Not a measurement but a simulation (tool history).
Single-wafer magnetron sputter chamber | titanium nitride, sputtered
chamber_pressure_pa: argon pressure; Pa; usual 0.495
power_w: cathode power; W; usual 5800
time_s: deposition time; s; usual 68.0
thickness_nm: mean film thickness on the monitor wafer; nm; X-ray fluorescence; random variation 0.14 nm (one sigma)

| run | day | chamber_pressure_pa | power_w | time_s | read-back reference wafer on the same gauge, thickness_nm | thickness_nm |
|---|---|---|---|---|---|---|
| 1 | 0.000 | 0.495 | 5800 | 68.0 | 80.053 | 73.952 |
|  | 2.054 | sputter target and shields replaced |
| 2 | 2.075 | 0.495 | 5800 | 68.0 | 80.009 | 75.597 |
| 3 | 3.142 | 0.495 | 5800 | 68.0 | 79.963 | 75.203 |
|  | 3.433 | gauge calibrated |
| 4 | 4.529 | 0.495 | 5800 | 68.0 | 80.033 | 75.145 |
| 5 | 5.721 | 0.495 | 5800 | 68.0 | 79.959 | 75.040 |
| 6 | 6.804 | 0.495 | 5800 | 68.0 | 80.028 | 75.099 |
| 7 | 7.954 | 0.495 | 5800 | 68.0 | 79.981 | 74.470 |
| 8 | 9.092 | 0.495 | 5800 | 68.0 | 80.031 | 74.867 |
| 9 | 12.038 | 0.588 | 6600 | 68.0 | 79.987 | 82.817 |
| 10 | 14.138 | 0.495 | 7150 | 64.1 | 80.028 | 87.072 |
| 11 | 15.808 | 0.641 | 5800 | 68.0 | 80.001 | 71.792 |
|  | 16.642 | sputter target and shields replaced |
|  | 17.658 | magnet pack replaced |
|  | 17.942 | capacitance manometer re-zeroed and calibrated |
| 12 | 18.129 | 0.495 | 7150 | 68.0 | 79.958 | 91.522 |
|  | 18.750 | gauge calibrated |
| 13 | 19.142 | 0.495 | 6550 | 68.0 | 80.068 | 83.722 |
| 14 | 20.362 | 0.405 | 5050 | 57.8 | 80.028 | 56.314 |
| 15 | 23.129 | 0.495 | 5800 | 68.0 | 79.932 | 73.352 |
| 16 | 24.404 | 0.495 | 5800 | 68.0 | 80.039 | 73.452 |
| 17 | 26.312 | 0.628 | 6250 | 74.2 | 80.058 | 82.733 |

Forecast each of these 4 alternatives for the next run:
| A | 26.329 | 0.495 | 5800 | 68.0 | ? | ? |
| B | 26.329 | 0.495 | 5800 | 77.6 | ? | ? |
| C | 26.329 | 0.495 | 5050 | 62.0 | ? | ? |
| D | 26.329 | 0.655 | 7050 | 68.0 | ? | ? |

| run | read-back reference wafer on the same gauge, thickness_nm | thickness_nm |
|---|---|---|
| A | 79.952 | 73.096 |
| B | 79.952 | 83.416 |
| C | 79.952 | 58.029 |
| D | 79.952 | 84.566 |
Without the tool's hidden state the same runs would have given:
| run | thickness_nm |
|---|---|
| A | 74.409 |
| B | 84.914 |
| C | 59.071 |
| D | 86.036 |
